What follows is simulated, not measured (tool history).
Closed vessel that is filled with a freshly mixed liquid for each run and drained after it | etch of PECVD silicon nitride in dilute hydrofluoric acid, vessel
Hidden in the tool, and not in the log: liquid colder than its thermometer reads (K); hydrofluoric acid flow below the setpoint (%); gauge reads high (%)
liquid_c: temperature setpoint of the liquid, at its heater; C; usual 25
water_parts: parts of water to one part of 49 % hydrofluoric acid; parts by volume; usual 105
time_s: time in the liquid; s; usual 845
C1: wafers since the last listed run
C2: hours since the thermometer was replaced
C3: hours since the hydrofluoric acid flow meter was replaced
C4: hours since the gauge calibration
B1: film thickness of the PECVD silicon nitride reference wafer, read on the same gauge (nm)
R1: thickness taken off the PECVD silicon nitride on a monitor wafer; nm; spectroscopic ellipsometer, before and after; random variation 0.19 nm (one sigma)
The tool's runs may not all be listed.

{"run": 1, "hour": 0.0, "liquid_c": 22.5, "water_parts": 105, "time_s": 845, "C1": 0, "C2": 1365.6, "C3": 1631.1, "C4": 206.1, "B1": 50.03, "R1": 21.67}
{"run": 2, "hour": 24.7, "liquid_c": 25, "water_parts": 105, "time_s": 845, "C1": 1169, "C2": 1390.3, "C3": 1655.8, "C4": 230.8, "B1": 49.99, "R1": 25.84}
{"run": 3, "hour": 41.2, "liquid_c": 25, "water_parts": 135, "time_s": 1025, "C1": 781, "C2": 1406.8, "C3": 1672.3, "C4": 247.3, "B1": 49.99, "R1": 24.66}
{"run": 4, "hour": 74.7, "liquid_c": 25, "water_parts": 135, "time_s": 1025, "C1": 1586, "C2": 1440.3, "C3": 1705.8, "C4": 280.8, "B1": 50, "R1": 24.42}
{"run": 5, "hour": 102.1, "liquid_c": 25, "water_parts": 135, "time_s": 1025, "C1": 1297, "C2": 1467.7, "C3": 1733.2, "C4": 308.2, "B1": 50.03, "R1": 24.48}
{"run": 6, "hour": 127.7, "liquid_c": 22, "water_parts": 105, "time_s": 845, "C1": 1212, "C2": 1493.3, "C3": 1758.8, "C4": 333.8, "B1": 50.02, "R1": 20.74}
{"run": 7, "hour": 147.8, "liquid_c": 22, "water_parts": 105, "time_s": 845, "C1": 951, "C2": 1513.4, "C3": 1778.9, "C4": 353.9, "B1": 50.02, "R1": 21.2}
{"run": 8, "hour": 168.7, "liquid_c": 25, "water_parts": 105, "time_s": 845, "C1": 989, "C2": 1534.3, "C3": 1799.8, "C4": 374.8, "B1": 50, "R1": 25.9}
{"run": 9, "hour": 186.3, "liquid_c": 25, "water_parts": 85, "time_s": 845, "C1": 833, "C2": 1551.9, "C3": 1817.4, "C4": 392.4, "B1": 50, "R1": 31.49}
{"hour": 200.8, "done": "hydrofluoric acid flow meter replaced"}
{"run": 10, "hour": 210.2, "liquid_c": 25, "water_parts": 130, "time_s": 845, "C1": 1084, "C2": 1575.8, "C3": 9.4, "C4": 416.3, "B1": 50.01, "R1": 20.85}
{"run": 11, "hour": 234.6, "liquid_c": 25, "water_parts": 105, "time_s": 845, "C1": 1155, "C2": 1600.2, "C3": 33.8, "C4": 440.7, "B1": 50, "R1": 25.53}
{"run": 12, "hour": 256.0, "liquid_c": 22.5, "water_parts": 105, "time_s": 1205, "C1": 1013, "C2": 1621.6, "C3": 55.2, "C4": 462.1, "B1": 50.01, "R1": 31.08}
{"hour": 285.0, "done": "thermometer replaced"}
{"run": 13, "hour": 289.5, "liquid_c": 25, "water_parts": 145, "time_s": 845, "C1": 1538, "C2": 4.5, "C3": 88.7, "C4": 495.6, "B1": 49.96, "R1": 18.75}
{"hour": 304.5, "done": "gauge calibrated"}
{"run": 14, "hour": 325.1, "liquid_c": 28.5, "water_parts": 120, "time_s": 980, "C1": 1685, "C2": 40.1, "C3": 124.3, "C4": 20.6, "B1": 50.01, "R1": 32.96}
{"run": 15, "hour": 341.1, "liquid_c": 28, "water_parts": 90, "time_s": 565, "C1": 757, "C2": 56.1, "C3": 140.3, "C4": 36.6, "B1": 50.03, "R1": 24.52}
{"run": 16, "hour": 369.5, "liquid_c": 29, "water_parts": 70, "time_s": 845, "C1": 1344, "C2": 84.5, "C3": 168.7, "C4": 65, "B1": 50.01, "R1": 50.45}
{"run": 17, "hour": 396.5, "liquid_c": 25, "water_parts": 105, "time_s": 490, "C1": 1278, "C2": 111.5, "C3": 195.7, "C4": 92, "B1": 49.99, "R1": 14.9}

Forecast each of these 3 alternatives for the next run:
{"run": "A", "hour": 397.4, "liquid_c": 25, "water_parts": 105, "time_s": 845, "C1": 42, "C2": 112.4, "C3": 196.6, "C4": 92.9, "B1": "?", "R1": "?"}
{"run": "B", "hour": 397.4, "liquid_c": 23, "water_parts": 70, "time_s": 380, "C1": 42, "C2": 112.4, "C3": 196.6, "C4": 92.9, "B1": "?", "R1": "?"}
{"run": "C", "hour": 397.4, "liquid_c": 22.5, "water_parts": 60, "time_s": 1290, "C1": 42, "C2": 112.4, "C3": 196.6, "C4": 92.9, "B1": "?", "R1": "?"}

run=A B1=50 R1=25.9
run=B B1=50 R1=15.21
run=C B1=50 R1=58.07
Without the tool's hidden state the same runs would have given:
run=A R1=25.9
run=B R1=15.21
run=C R1=58.07
